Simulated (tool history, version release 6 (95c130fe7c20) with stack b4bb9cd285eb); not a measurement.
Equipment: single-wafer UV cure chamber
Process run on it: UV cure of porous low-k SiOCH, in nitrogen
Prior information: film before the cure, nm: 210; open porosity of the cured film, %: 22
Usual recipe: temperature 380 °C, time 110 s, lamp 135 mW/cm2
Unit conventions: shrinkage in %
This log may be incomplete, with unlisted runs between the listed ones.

run,hour,temperature,time,lamp,wafers since the last listed run,hours since the UV bulbs were replaced,wafers since the quartz window was cleaned,shrinkage
1,0,380,110,116,0,1116.4,3412,8.503
2,25.1,380,110,116,123,1141.5,3535,8.509
3,59.4,380,110,116,168,1175.8,3704,8.721
4,83.8,380,110,135,119,1200.2,3824,9.215
5,105.5,380,110,135,106,1221.9,3930,9.206
6,125.4,380,110,135,97,1241.8,4028,9.295
7,139.8,380,110,135,70,1256.2,4099,8.951
8,152.7,368,110,125,63,1269.1,4162,8.621
9,164.9,368,110,125,59,1281.3,4222,8.642
10,181.8,368,110,125,83,1298.2,4305,8.682
11,207.9,380,160,135,128,1324.3,4434,11.049
12,233.8,380,110,135,127,1350.2,4561,9.381
13,261.2,380,135,135,134,1377.6,4696,10.039
14,282.9,400,110,135,106,1399.3,4803,9.402
# hour 317.6: quartz window cleaned
15,318.1,380,110,135,133,1434.5,2,9.179
16,400.5,380,110,135,405,1516.9,407,8.938
17,432.3,380,110,135,156,1548.7,563,9.223
# hour 455.6: UV bulbs replaced
18,461.9,367,50,169,106,6.3,670,8.154
19,475.2,386,155,154,65,19.6,735,13.608
20,502.8,380,110,135,135,47.2,871,11.043
21,515.3,399,150,109,61,59.7,932,11.881
22,538.6,361,145,154,114,83,1047,12.485
23,558.2,388,75,135,96,102.6,1143,9.309
24,575.4,368,80,117,84,119.8,1228,8.204
25,587.7,380,110,160,60,132.1,1288,11.671
26,617.3,368,80,117,145,161.7,1434,8.412
27,644.7,399,150,109,134,189.1,1568,11.597

For each entry between runs, how does the tool's hidden state at the last listed run before it compare with that at the first listed run after it?
From run 14 to run 15: quartz window cleaned (hour 317.6)
  lamp output below its setpoint, %: 35.1 -> 35.3
  measured value less the no-hidden-state value, shrinkage: -2.042 -> -2.071 %
From run 17 to run 18: UV bulbs replaced (hour 455.6)
  lamp output below its setpoint, %: 35.8 -> 0.841
  measured value less the no-hidden-state value, shrinkage: -2.124 -> -0.038 %
